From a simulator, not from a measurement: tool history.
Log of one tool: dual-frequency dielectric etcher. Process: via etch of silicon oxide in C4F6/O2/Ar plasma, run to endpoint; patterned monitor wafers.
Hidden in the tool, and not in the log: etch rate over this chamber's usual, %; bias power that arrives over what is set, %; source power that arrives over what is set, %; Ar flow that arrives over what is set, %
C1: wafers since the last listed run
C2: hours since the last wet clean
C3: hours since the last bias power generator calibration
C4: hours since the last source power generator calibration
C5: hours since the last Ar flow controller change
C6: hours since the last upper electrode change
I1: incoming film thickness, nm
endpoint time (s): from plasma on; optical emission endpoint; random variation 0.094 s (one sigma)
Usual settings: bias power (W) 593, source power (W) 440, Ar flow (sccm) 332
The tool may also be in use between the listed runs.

Run 1, hour 0: usual settings but bias power (W) 557; C1 0; C2 211.9; C3 3133.9; C4 1655.9; C5 2243.1; C6 4578.2; I1 110.8. Result: endpoint time (s) 24.3.
Run 2, hour 66.8: usual settings but bias power (W) 557; C1 1371; C2 278.7; C3 3200.7; C4 1722.7; C5 2309.9; C6 4645; I1 109.7. Result: endpoint time (s) 24.2.
Run 3, hour 133.1: usual settings; C1 1361; C2 345; C3 3267; C4 1789; C5 2376.2; C6 4711.3; I1 110.8. Result: endpoint time (s) 23.8.
Run 4, hour 194.2: usual settings; C1 1254; C2 406.1; C3 3328.1; C4 1850.1; C5 2437.3; C6 4772.4; I1 109.7. Result: endpoint time (s) 23.5.
Run 5, hour 229.4: usual settings; C1 722; C2 441.3; C3 3363.3; C4 1885.3; C5 2472.5; C6 4807.6; I1 109.9. Result: endpoint time (s) 23.7.
Run 6, hour 277.1: usual settings but bias power (W) 704, source power (W) 490; C1 979; C2 489; C3 3411; C4 1933; C5 2520.2; C6 4855.3; I1 110.3. Result: endpoint time (s) 21.3.
At hour 345.7: wet clean of the chamber.
Run 7, hour 347.2: usual settings but bias power (W) 538, Ar flow (sccm) 282; C1 946; C2 1.5; C3 3481.1; C4 2003.1; C5 2590.3; C6 4925.4; I1 111.6. Result: endpoint time (s) 24.9.
Run 8, hour 398.4: usual settings but source power (W) 350, Ar flow (sccm) 268; C1 1051; C2 52.7; C3 3532.3; C4 2054.3; C5 2641.5; C6 4976.6; I1 111.1. Result: endpoint time (s) 25.4.
At hour 416.1: bias power generator calibrated.
Run 9, hour 431.2: usual settings but bias power (W) 701; C1 591; C2 85.5; C3 15.1; C4 2087.1; C5 2674.3; C6 5009.4; I1 110.8. Result: endpoint time (s) 22.5.
At hour 476.3: source power generator calibrated.
At hour 495.3: upper electrode replaced.
Run 10, hour 502.3: usual settings but source power (W) 340, Ar flow (sccm) 290; C1 986; C2 156.6; C3 86.2; C4 26; C5 2745.4; C6 7; I1 111.6. Result: endpoint time (s) 25.5.
Run 11, hour 539.6: usual settings but source power (W) 520; C1 765; C2 193.9; C3 123.5; C4 63.3; C5 2782.7; C6 44.3; I1 110.5. Result: endpoint time (s) 22.2.
Run 12, hour 595.1: usual settings but bias power (W) 654; C1 1139; C2 249.4; C3 179; C4 118.8; C5 2838.2; C6 99.8; I1 111. Result: endpoint time (s) 22.5.
Run 13, hour 639.8: usual settings but bias power (W) 645, source power (W) 410, Ar flow (sccm) 386; C1 917; C2 294.1; C3 223.7; C4 163.5; C5 2882.9; C6 144.5; I1 111.4. Result: endpoint time (s) 23.5.
Run 14, hour 664.7: usual settings; C1 511; C2 319; C3 248.6; C4 188.4; C5 2907.8; C6 169.4; I1 110.8. Result: endpoint time (s) 23.5.
Run 15, hour 703.5: usual settings but source power (W) 350, Ar flow (sccm) 279; C1 796; C2 357.8; C3 287.4; C4 227.2; C5 2946.6; C6 208.2; I1 111.6. Result: endpoint time (s) 25.2.
Run 16, hour 767.9: usual settings but bias power (W) 460, source power (W) 530, Ar flow (sccm) 396; C1 1322; C2 422.2; C3 351.8; C4 291.6; C5 3011; C6 272.6; I1 110.7. Result: endpoint time (s) 24.7.
At hour 808.4: wet clean of the chamber.
Run 17, hour 808.9: usual settings but bias power (W) 712, source power (W) 490, Ar flow (sccm) 391; C1 349; C2 0.5; C3 392.8; C4 332.6; C5 3052; C6 313.6; I1 109.8. Result: endpoint time (s) 21.1.
Run 18, hour 834.8: usual settings but source power (W) 510, Ar flow (sccm) 396; C1 531; C2 26.4; C3 418.7; C4 358.5; C5 3077.9; C6 339.5; I1 110.8. Result: endpoint time (s) 22.8.
Run 19, hour 898.3: usual settings but bias power (W) 547, Ar flow (sccm) 370; C1 1304; C2 89.9; C3 482.2; C4 422; C5 3141.4; C6 403; I1 109.9. Result: endpoint time (s) 24.3.
Run 20, hour 949.9: usual settings but Ar flow (sccm) 310; C1 1059; C2 141.5; C3 533.8; C4 473.6; C5 3193; C6 454.6; I1 111.2. Result: endpoint time (s) 23.4.
At hour 971.9: Ar flow controller replaced.
Run 21, hour 983.6: usual settings but bias power (W) 728, source power (W) 480; C1 568; C2 175.2; C3 567.5; C4 507.3; C5 11.7; C6 488.3; I1 110. Result: endpoint time (s) 21.1.
Run 22, hour 1148.8: usual settings but bias power (W) 505, source power (W) 520, Ar flow (sccm) 396; C1 3392; C2 340.4; C3 732.7; C4 672.5; C5 176.9; C6 653.5; I1 110.3. Result: endpoint time (s) 24.
Run 23, hour 1188: usual settings; C1 804; C2 379.6; C3 771.9; C4 711.7; C5 216.1; C6 692.7; I1 110.9. Result: endpoint time (s) 23.6.
At hour 1249: wet clean of the chamber.
Run 24, hour 1249.5: usual settings; C1 770; C2 0.5; C3 833.4; C4 773.2; C5 277.6; C6 754.2; I1 111.1. Result: endpoint time (s) 23.6.
Run 25, hour 1298.4: usual settings but source power (W) 410; C1 1004; C2 49.4; C3 882.3; C4 822.1; C5 326.5; C6 803.1; I1 110.4. Result: endpoint time (s) 24.
Run 26, hour 1330.3: usual settings; C1 655; C2 81.3; C3 914.2; C4 854; C5 358.4; C6 835; I1 110.3. Result: endpoint time (s) 23.4.
Run 27, hour 1393.6: usual settings but Ar flow (sccm) 284; C1 1299; C2 144.6; C3 977.5; C4 917.3; C5 421.7; C6 898.3; I1 110.6. Result: endpoint time (s) 23.2.
Run 28, hour 1430.5: usual settings but bias power (W) 735, source power (W) 500; C1 757; C2 181.5; C3 1014.4; C4 954.2; C5 458.6; C6 935.2; I1 110.9. Result: endpoint time (s) 20.8.
Run 29, hour 1486.5: usual settings but Ar flow (sccm) 409; C1 1149; C2 237.5; C3 1070.4; C4 1010.2; C5 514.6; C6 991.2; I1 111. Result: endpoint time (s) 23.9.

4 ways to go on from here, each from the tool as it stands after run 29. What would each give?
Run A, hour 1486.9: usual settings; C1 8; C2 237.9; C3 1070.8; C4 1010.6; C5 515; C6 991.6; I1 111. Result: endpoint time (s) ?.
Run B, hour 1486.9: usual settings but bias power (W) 630, Ar flow (sccm) 302; C1 8; C2 237.9; C3 1070.8; C4 1010.6; C5 515; C6 991.6; I1 111. Result: endpoint time (s) ?.
Run C, hour 1486.9: usual settings but bias power (W) 453, source power (W) 360; C1 8; C2 237.9; C3 1070.8; C4 1010.6; C5 515; C6 991.6; I1 111. Result: endpoint time (s) ?.
Run D, hour 1486.9: usual settings but source power (W) 530, Ar flow (sccm) 356; C1 8; C2 237.9; C3 1070.8; C4 1010.6; C5 515; C6 991.6; I1 111. Result: endpoint time (s) ?.

run  endpoint time (s)
  A               23.8
  B               23.1
  C               28.2
  D               22.5
Without the tool's hidden state the same runs would have given:
run  endpoint time (s)
  A               23.6
  B               22.9
  C                 28
  D               22.3
